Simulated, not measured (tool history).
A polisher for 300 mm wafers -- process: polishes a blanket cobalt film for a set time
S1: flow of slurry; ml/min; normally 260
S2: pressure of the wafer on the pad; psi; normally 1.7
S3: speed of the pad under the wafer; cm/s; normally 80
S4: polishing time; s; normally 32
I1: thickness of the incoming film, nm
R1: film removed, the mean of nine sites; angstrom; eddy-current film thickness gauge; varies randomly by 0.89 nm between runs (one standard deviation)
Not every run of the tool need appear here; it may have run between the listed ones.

run    hour   S1   S2  S3  S4      I1    R1
  1     0.0  260  1.9  80  32  1459.8  1314
  2    64.4  260  1.7  80  32  1453.1  1228
       75.1  -- slurry nozzle cleaned
      126.5  -- worn pad replaced by a new one
  3   127.0  325  1.7  80  32  1453.6  1254
  4   190.6  325  1.7  80  32  1443.3  1266
  5   221.5  295  1.7  80  32  1449.3  1260
      275.2  -- slurry nozzle cleaned
  6   278.7  295  1.7  80  32  1429.2  1255
  7   309.7  260  1.7  80  32  1451.9  1239
      362.1  -- worn pad replaced by a new one
  8   376.3  260  1.7  80  32  1446.4  1247
  9   440.0  260  1.7  80  32  1448.5  1247
 10   494.3  260  1.7  80  32  1428.1  1248
      504.0  -- slurry nozzle cleaned
 11   542.7  260  1.7  80  32  1434.5  1259
      552.2  -- worn pad replaced by a new one
 12   606.1  260  1.7  80  32  1451.0  1255
 13   655.4  295  1.7  80  32  1441.6  1287
      702.5  -- head pressure recalibrated
 14   708.4  170  1.2  56  43  1434.4   820
      751.4  -- slurry nozzle cleaned
 15   777.4  340  2.0  80  32  1432.0  1358
      793.9  -- worn pad replaced by a new one
 16   847.7  260  2.2  80  39  1422.7  1766
 17   917.5  260  1.7  80  32  1429.8  1226
      941.0  -- slurry nozzle cleaned
 18   988.3  260  1.7  60  32  1452.4   905
     1020.7  -- worn pad replaced by a new one
 19  1041.8  175  1.4  80  37  1460.8  1166
 20  1094.4  195  1.9  58  29  1459.2   832

Each row is a separate what-if for the run after 20, all from the same tool condition, not one after another. Results?
  A  1094.8  260  1.7   70  32  1453.8   ?
  B  1094.8  310  1.3  102  35  1453.8   ?
  C  1094.8  260  1.7   80  38  1453.8   ?

run    R1
  A  1080
  B  1461
  C  1466
What these runs would have given with no unlogged condition in the tool:
run    R1
  A  1024
  B  1386
  C  1390

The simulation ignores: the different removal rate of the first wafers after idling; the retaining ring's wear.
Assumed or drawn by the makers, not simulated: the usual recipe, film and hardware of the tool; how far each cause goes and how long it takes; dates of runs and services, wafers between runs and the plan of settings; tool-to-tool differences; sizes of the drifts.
